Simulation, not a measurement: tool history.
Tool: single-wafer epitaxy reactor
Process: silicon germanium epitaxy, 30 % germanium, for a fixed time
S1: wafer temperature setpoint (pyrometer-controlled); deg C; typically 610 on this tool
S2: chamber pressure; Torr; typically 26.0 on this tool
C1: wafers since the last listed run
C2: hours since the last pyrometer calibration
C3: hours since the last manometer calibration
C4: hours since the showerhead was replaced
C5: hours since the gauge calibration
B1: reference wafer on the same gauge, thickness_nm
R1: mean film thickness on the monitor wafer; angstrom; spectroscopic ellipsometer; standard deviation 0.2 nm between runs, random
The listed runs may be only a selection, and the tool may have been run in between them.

{"run": 1, "hour": 0.0, "S1": 605, "S2": 26.0, "C1": 0, "C2": 1351.0, "C3": 1306.0, "C4": 4022.0, "C5": 265.8, "B1": 94.409, "R1": 811.1}
{"run": 2, "hour": 62.2, "S1": 610, "S2": 28.6, "C1": 1026, "C2": 1413.2, "C3": 1368.2, "C4": 4084.2, "C5": 328.0, "B1": 94.389, "R1": 899.39}
{"run": 3, "hour": 79.0, "S1": 610, "S2": 23.1, "C1": 277, "C2": 1430.0, "C3": 1385.0, "C4": 4101.0, "C5": 344.8, "B1": 94.427, "R1": 852.26}
{"run": 4, "hour": 92.9, "S1": 610, "S2": 23.1, "C1": 229, "C2": 1443.9, "C3": 1398.9, "C4": 4114.9, "C5": 358.7, "B1": 94.417, "R1": 853.05}
{"run": 5, "hour": 123.1, "S1": 615, "S2": 26.0, "C1": 498, "C2": 1474.1, "C3": 1429.1, "C4": 4145.1, "C5": 388.9, "B1": 94.435, "R1": 947.72}
{"run": 6, "hour": 147.0, "S1": 615, "S2": 26.0, "C1": 394, "C2": 1498.0, "C3": 1453.0, "C4": 4169.0, "C5": 412.8, "B1": 94.384, "R1": 948.54}
{"run": 7, "hour": 224.8, "S1": 610, "S2": 26.0, "C1": 1284, "C2": 1575.8, "C3": 1530.8, "C4": 4246.8, "C5": 490.6, "B1": 94.438, "R1": 882.49}
{"run": 8, "hour": 250.0, "S1": 610, "S2": 27.8, "C1": 416, "C2": 1601.0, "C3": 1556.0, "C4": 4272.0, "C5": 515.8, "B1": 94.429, "R1": 892.76}
{"run": 9, "hour": 283.5, "S1": 610, "S2": 27.8, "C1": 553, "C2": 1634.5, "C3": 1589.5, "C4": 4305.5, "C5": 549.3, "B1": 94.353, "R1": 897.57}
{"hour": 293.1, "done": "pyrometer calibrated"}
{"hour": 294.4, "done": "showerhead replaced, of another model than before"}
{"run": 10, "hour": 295.5, "S1": 610, "S2": 27.8, "C1": 45, "C2": 2.4, "C3": 1601.5, "C4": 1.1, "C5": 561.3, "B1": 94.414, "R1": 848.42}
{"run": 11, "hour": 307.9, "S1": 610, "S2": 28.9, "C1": 204, "C2": 14.8, "C3": 1613.9, "C4": 13.5, "C5": 573.7, "B1": 94.426, "R1": 864.6}
{"run": 12, "hour": 343.3, "S1": 610, "S2": 26.0, "C1": 584, "C2": 50.2, "C3": 1649.3, "C4": 48.9, "C5": 609.1, "B1": 94.392, "R1": 828.65}
{"hour": 354.7, "done": "gauge calibrated"}
{"run": 13, "hour": 356.6, "S1": 610, "S2": 26.0, "C1": 219, "C2": 63.5, "C3": 1662.6, "C4": 62.2, "C5": 1.9, "B1": 94.445, "R1": 830.77}
{"run": 14, "hour": 382.0, "S1": 616, "S2": 23.9, "C1": 419, "C2": 88.9, "C3": 1688.0, "C4": 87.6, "C5": 27.3, "B1": 94.369, "R1": 896.53}
{"run": 15, "hour": 405.8, "S1": 621, "S2": 23.4, "C1": 392, "C2": 112.7, "C3": 1711.8, "C4": 111.4, "C5": 51.1, "B1": 94.445, "R1": 955.45}
{"run": 16, "hour": 424.5, "S1": 610, "S2": 20.5, "C1": 308, "C2": 131.4, "C3": 1730.5, "C4": 130.1, "C5": 69.8, "B1": 94.342, "R1": 774.89}
{"run": 17, "hour": 459.4, "S1": 610, "S2": 24.0, "C1": 576, "C2": 166.3, "C3": 1765.4, "C4": 165.0, "C5": 104.7, "B1": 94.414, "R1": 813.45}
{"run": 18, "hour": 487.1, "S1": 610, "S2": 26.0, "C1": 457, "C2": 194.0, "C3": 1793.1, "C4": 192.7, "C5": 132.4, "B1": 94.479, "R1": 838.03}
{"hour": 502.7, "done": "capacitance manometer re-zeroed and calibrated"}
{"run": 19, "hour": 513.8, "S1": 610, "S2": 27.8, "C1": 308, "C2": 220.7, "C3": 11.1, "C4": 219.4, "C5": 159.1, "B1": 94.471, "R1": 858.25}
{"run": 20, "hour": 546.7, "S1": 620, "S2": 31.6, "C1": 543, "C2": 253.6, "C3": 44.0, "C4": 252.3, "C5": 192.0, "B1": 94.382, "R1": 1043.5}
{"run": 21, "hour": 569.8, "S1": 610, "S2": 26.0, "C1": 381, "C2": 276.7, "C3": 67.1, "C4": 275.4, "C5": 215.1, "B1": 94.354, "R1": 841.62}
{"run": 22, "hour": 597.8, "S1": 606, "S2": 31.1, "C1": 462, "C2": 304.7, "C3": 95.1, "C4": 303.4, "C5": 243.1, "B1": 94.437, "R1": 840.85}
{"run": 23, "hour": 626.3, "S1": 610, "S2": 26.0, "C1": 470, "C2": 333.2, "C3": 123.6, "C4": 331.9, "C5": 271.6, "B1": 94.378, "R1": 839.18}
{"run": 24, "hour": 645.8, "S1": 610, "S2": 23.6, "C1": 321, "C2": 352.7, "C3": 143.1, "C4": 351.4, "C5": 291.1, "B1": 94.348, "R1": 815.73}
{"run": 25, "hour": 660.5, "S1": 610, "S2": 26.0, "C1": 242, "C2": 367.4, "C3": 157.8, "C4": 366.1, "C5": 305.8, "B1": 94.354, "R1": 838.27}
{"run": 26, "hour": 747.0, "S1": 622, "S2": 30.7, "C1": 1428, "C2": 453.9, "C3": 244.3, "C4": 452.6, "C5": 392.3, "B1": 94.45, "R1": 1073.61}
{"run": 27, "hour": 764.2, "S1": 610, "S2": 21.9, "C1": 283, "C2": 471.1, "C3": 261.5, "C4": 469.8, "C5": 409.5, "B1": 94.303, "R1": 798.92}

Below, some changes in R1 between adjacent runs. For each, the amount present without the hidden state too (settings, incoming material, random variation) and the amount remaining for the hidden state with gauge scatter not shared by both compared results:
Hidden state present: wafer temperature above the value expected at the setpoint (K); true pressure above the setpoint (%); gauge reads high (%).
Run 1 -> 2: S1 605 -> 610, S2 26.0 -> 28.6. R1 +88.29 angstrom: hidden state +4.90, all else +83.39.
Run 9 -> 10: pyrometer calibrated, showerhead replaced, of another model than before. R1 -49.15 angstrom: hidden state -50.74, all else +1.59.
Run 25 -> 26: S1 610 -> 622, S2 26.0 -> 30.7. R1 +235.34 angstrom: hidden state +3.41, all else +231.93.
Run 26 -> 27: S1 622 -> 610, S2 30.7 -> 21.9. R1 -274.69 angstrom: hidden state -1.03, all else -273.66.

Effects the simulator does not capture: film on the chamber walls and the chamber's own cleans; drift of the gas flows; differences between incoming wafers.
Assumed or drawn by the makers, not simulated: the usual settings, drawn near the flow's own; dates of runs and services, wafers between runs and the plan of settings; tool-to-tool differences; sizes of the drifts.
